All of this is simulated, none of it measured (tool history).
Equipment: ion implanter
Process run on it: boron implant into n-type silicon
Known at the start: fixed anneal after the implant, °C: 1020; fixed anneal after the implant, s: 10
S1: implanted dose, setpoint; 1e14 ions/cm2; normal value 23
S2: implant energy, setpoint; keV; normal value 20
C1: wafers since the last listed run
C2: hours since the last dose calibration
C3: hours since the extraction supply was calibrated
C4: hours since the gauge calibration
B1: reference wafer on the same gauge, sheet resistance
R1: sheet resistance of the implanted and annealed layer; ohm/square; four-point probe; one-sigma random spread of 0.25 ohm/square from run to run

run   hour     S1    S2   C1     C2      C3     C4     B1     R1
  1      0     23    20    0  295.8  2938.4   54.9   76.7  67.65
  2   20.2     23    20  225    316  2958.6   75.1  76.74  67.37
  3   47.4     23    20  303  343.2  2985.8  102.3  76.72  67.97
  4   71.5     23  18.5  269  367.3  3009.9  126.4  76.54  69.79
  5   96.8     23  18.5  282  392.6  3035.2  151.7  76.57  69.84
  6  110.8     23  22.5  156  406.6  3049.2  165.7  76.61  65.45
  7  124.6     23  22.5  154  420.4    3063  179.5  76.54   65.8
     157.6  -- extraction supply calibrated
  8  158.1     23    20  284  453.9     0.5    213  76.68  67.97
  9  175.9     23    20  198  471.7    18.3  230.8  76.62  68.02
 10  199.7  20.58    20  265  495.5    42.1  254.6   76.5   72.1
 11  213.9  20.58    20  158  509.7    56.3  268.8  76.54  72.35
 12  238.8   27.6    20  278  534.6    81.2  293.7  76.64  63.48
 13  264.7  20.58    20  289  560.5   107.1  319.6  76.65  73.03
 14  279.2     23    22  161    575   121.6  334.1  76.68   66.9
 15  291.3  19.54    25  135  587.1   133.7  346.2  76.65  71.61
 16  308.4  16.62    22  191  604.2   150.8  363.3  76.68  80.16
     316.8  -- Faraday cup replaced and dose calibrated
     320.7  -- gauge calibrated
 17  324.4  20.46    23   89    7.6   166.8    3.7   76.6  68.12
 18  352.1     23  23.5  309   35.3   194.5   31.4  76.66  63.98
 19  376.9  28.06    13  277   60.1   219.3   56.2  76.63  77.93
 20  420.4  27.47    20  485  103.6   262.8   99.7  76.57  62.66

Expected results for the next run?
 21  433.4  20.31  20  145  116.6  275.8  112.7   ?   ?

B1: 76.53
R1: 71.69 ohm/square
Take away the tool's hidden state, keep the run-to-run variation as it was, and the same run would have given R1 71.6 ohm/square.

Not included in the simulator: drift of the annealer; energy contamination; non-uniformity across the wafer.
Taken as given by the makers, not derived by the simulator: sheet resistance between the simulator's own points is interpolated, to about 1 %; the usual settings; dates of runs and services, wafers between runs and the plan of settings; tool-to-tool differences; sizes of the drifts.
